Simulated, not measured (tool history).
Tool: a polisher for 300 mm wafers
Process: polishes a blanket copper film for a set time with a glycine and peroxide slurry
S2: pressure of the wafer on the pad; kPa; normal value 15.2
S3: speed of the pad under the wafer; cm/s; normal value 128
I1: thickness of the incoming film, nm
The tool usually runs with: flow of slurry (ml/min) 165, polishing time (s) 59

{"run": 1, "hour": 0.0, "flow of slurry (ml/min)": 165, "S2": 15.2, "S3": 128, "polishing time (s)": 59, "I1": 957.1, "film removed (nm)": 262.4}
{"run": 2, "hour": 39.2, "flow of slurry (ml/min)": 165, "S2": 15.2, "S3": 128, "polishing time (s)": 59, "I1": 933.8, "film removed (nm)": 260.4}
{"hour": 62.1, "done": "slurry nozzle cleaned"}
{"hour": 89.6, "done": "worn pad replaced by a new one"}
{"run": 3, "hour": 262.1, "flow of slurry (ml/min)": 165, "S2": 15.2, "S3": 128, "polishing time (s)": 59, "I1": 930.8, "film removed (nm)": 263}
{"run": 4, "hour": 302.9, "flow of slurry (ml/min)": 165, "S2": 15.2, "S3": 128, "polishing time (s)": 59, "I1": 942.4, "film removed (nm)": 257.4}
{"hour": 349.7, "done": "worn pad replaced by a new one"}
{"run": 5, "hour": 380.0, "flow of slurry (ml/min)": 165, "S2": 15.2, "S3": 128, "polishing time (s)": 59, "I1": 947.3, "film removed (nm)": 271.9}
{"run": 6, "hour": 457.2, "flow of slurry (ml/min)": 165, "S2": 15.2, "S3": 128, "polishing time (s)": 59, "I1": 948.8, "film removed (nm)": 263.9}
{"run": 7, "hour": 537.4, "flow of slurry (ml/min)": 165, "S2": 15.2, "S3": 128, "polishing time (s)": 59, "I1": 934.8, "film removed (nm)": 258}
{"run": 8, "hour": 619.3, "flow of slurry (ml/min)": 165, "S2": 15.2, "S3": 128, "polishing time (s)": 59, "I1": 932.4, "film removed (nm)": 257.1}
{"hour": 663.1, "done": "worn pad replaced by a new one"}
{"hour": 690.9, "done": "slurry nozzle cleaned"}
{"run": 9, "hour": 691.4, "flow of slurry (ml/min)": 165, "S2": 20, "S3": 128, "polishing time (s)": 67, "I1": 934.9, "film removed (nm)": 375.3}
{"run": 10, "hour": 761.2, "flow of slurry (ml/min)": 220, "S2": 15.2, "S3": 86, "polishing time (s)": 66, "I1": 945.7, "film removed (nm)": 226.8}
{"run": 11, "hour": 845.7, "flow of slurry (ml/min)": 165, "S2": 15.2, "S3": 144, "polishing time (s)": 59, "I1": 940.5, "film removed (nm)": 286.5}
{"hour": 861.4, "done": "head pressure recalibrated"}
{"run": 12, "hour": 936.4, "flow of slurry (ml/min)": 110, "S2": 18.6, "S3": 128, "polishing time (s)": 59, "I1": 928.7, "film removed (nm)": 275.3}
{"hour": 966.0, "done": "worn pad replaced by a new one"}
{"run": 13, "hour": 1036.4, "flow of slurry (ml/min)": 210, "S2": 11, "S3": 112, "polishing time (s)": 42, "I1": 948.8, "film removed (nm)": 146}
{"hour": 1288.2, "done": "worn pad replaced by a new one"}
{"run": 14, "hour": 1347.2, "flow of slurry (ml/min)": 120, "S2": 13.1, "S3": 146, "polishing time (s)": 67, "I1": 933.8, "film removed (nm)": 289.7}
{"hour": 1411.3, "done": "slurry nozzle cleaned"}
{"run": 15, "hour": 1434.4, "flow of slurry (ml/min)": 210, "S2": 11, "S3": 112, "polishing time (s)": 42, "I1": 943.5, "film removed (nm)": 141.8}
{"run": 16, "hour": 1472.8, "flow of slurry (ml/min)": 210, "S2": 11, "S3": 112, "polishing time (s)": 42, "I1": 956.6, "film removed (nm)": 140.8}

For some of the steps in film removed (nm) from one run to the next: how much would appear even if the tool had no hidden state, given the settings, what came in and random variation, and how much remains for the hidden state plus any gauge scatter that the measured result and the result without hidden state don't share?
Unlogged tool condition in this case: removal rate lost through wear of the pad, %; slurry flow missing at the pad, %; deviation of the head's pressure from its setpoint, %.
Run 9 -> 10: flow of slurry (ml/min) 165 -> 220, S2 20 -> 15.2, S3 128 -> 86, polishing time (s) 67 -> 66. film removed (nm) -148.5: hidden state -2.8, all else -145.7.
Run 12 -> 13: flow of slurry (ml/min) 110 -> 210, S2 18.6 -> 11, S3 128 -> 112, polishing time (s) 59 -> 42, worn pad replaced by a new one. film removed (nm) -129.3: hidden state +15.8, all else -145.1.
